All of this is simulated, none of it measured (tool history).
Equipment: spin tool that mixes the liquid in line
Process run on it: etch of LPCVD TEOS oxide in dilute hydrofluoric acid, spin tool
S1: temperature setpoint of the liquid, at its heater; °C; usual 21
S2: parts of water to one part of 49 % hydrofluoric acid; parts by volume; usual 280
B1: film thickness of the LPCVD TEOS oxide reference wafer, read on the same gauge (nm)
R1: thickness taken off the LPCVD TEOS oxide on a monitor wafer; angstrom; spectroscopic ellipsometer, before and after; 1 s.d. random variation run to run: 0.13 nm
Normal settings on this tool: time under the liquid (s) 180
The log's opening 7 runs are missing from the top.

Run 8, day 17.258: usual settings; B1 140.03. Result: R1 183.9 angstrom.
Run 9, day 20.55: usual settings; B1 140.01. Result: R1 183.8 angstrom.
Run 10, day 22.846: usual settings but S2 175 parts by volume; B1 140. Result: R1 327.1 angstrom.
Run 11, day 27.071: usual settings but S1 18.5 °C, time under the liquid (s) 260; B1 140.01. Result: R1 244.3 angstrom.
Run 12, day 33.846: usual settings; B1 140.01. Result: R1 185.2 angstrom.
Run 13, day 35.617: usual settings but S1 24 °C, S2 200 parts by volume, time under the liquid (s) 245; B1 140.01. Result: R1 423.2 angstrom.
Run 14, day 38.421: usual settings but S2 175 parts by volume; B1 140.01. Result: R1 332.2 angstrom.
Run 15, day 40.167: usual settings but S1 18.5 °C, S2 210 parts by volume; B1 139.99. Result: R1 242.9 angstrom.
Run 16, day 50.508: usual settings; B1 139.98. Result: R1 189.2 angstrom.
Run 17, day 54.825: usual settings but S1 24 °C, S2 225 parts by volume, time under the liquid (s) 240; B1 140. Result: R1 363.6 angstrom.
Run 18, day 56.912: usual settings but S1 19 °C, S2 205 parts by volume, time under the liquid (s) 225; B1 140. Result: R1 321.5 angstrom.
Run 19, day 66.275: usual settings but S1 17 °C, time under the liquid (s) 255; B1 139.99. Result: R1 230.4 angstrom.
Run 20, day 70.321: usual settings but S2 365 parts by volume; B1 140. Result: R1 134.2 angstrom.
Run 21, day 74.5: usual settings but time under the liquid (s) 105; B1 140.01. Result: R1 109.9 angstrom.
Run 22, day 77.779: usual settings; B1 140.01. Result: R1 194.3 angstrom.
At day 79.442: gauge calibrated.
Run 23, day 81.871: usual settings but S2 155 parts by volume, time under the liquid (s) 210; B1 140.01. Result: R1 465.6 angstrom.
Run 24, day 85.721: usual settings; B1 139.99. Result: R1 190 angstrom.
Run 25, day 87.529: usual settings but S1 23.5 °C; B1 140. Result: R1 210.1 angstrom.
Run 26, day 90.625: usual settings but S1 18.5 °C, S2 230 parts by volume, time under the liquid (s) 255; B1 140.01. Result: R1 317.5 angstrom.
At day 91.129: hydrofluoric acid flow meter replaced.
Run 27, day 92.392: usual settings; B1 139.99. Result: R1 194.3 angstrom.
Run 28, day 102.617: usual settings but S1 17 °C, S2 335 parts by volume, time under the liquid (s) 275; B1 140. Result: R1 200.9 angstrom.
Run 29, day 106.421: usual settings but time under the liquid (s) 110; B1 140.02. Result: R1 119.3 angstrom.
At day 109.933: thermometer replaced.
Run 30, day 110.754: usual settings but S1 22.5 °C, S2 345 parts by volume, time under the liquid (s) 210; B1 140. Result: R1 172.2 angstrom.
Run 31, day 112.417: usual settings but time under the liquid (s) 225; B1 139.99. Result: R1 229.7 angstrom.
Run 32, day 114.396: usual settings but time under the liquid (s) 210; B1 140.02. Result: R1 213.7 angstrom.

Below are 5 alternative next runs, each starting from the tool's condition after run 32. Predict each:
Run A, day 114.417: usual settings; B1 ?. Result: R1 ?.
Run B, day 114.417: usual settings but S1 18 °C, S2 400 parts by volume; B1 ?. Result: R1 ?.
Run C, day 114.417: usual settings but S1 25.5 °C; B1 ?. Result: R1 ?.
Run D, day 114.417: usual settings but S1 24.5 °C, S2 315 parts by volume, time under the liquid (s) 240; B1 ?. Result: R1 ?.
Run E, day 114.417: usual settings but S1 18 °C, S2 185 parts by volume, time under the liquid (s) 225; B1 ?. Result: R1 ?.

run      B1     R1
  A  139.98  182.6
  B  139.98  103.5
  C  139.98  214.2
  D  139.98  236.9
  E  139.98  337.1
Stripped of hidden state, with their random variation kept, the same runs would have yielded:
run     R1
  A  181.8
  B  103.1
  C  213.3
  D  235.9
  E  335.5
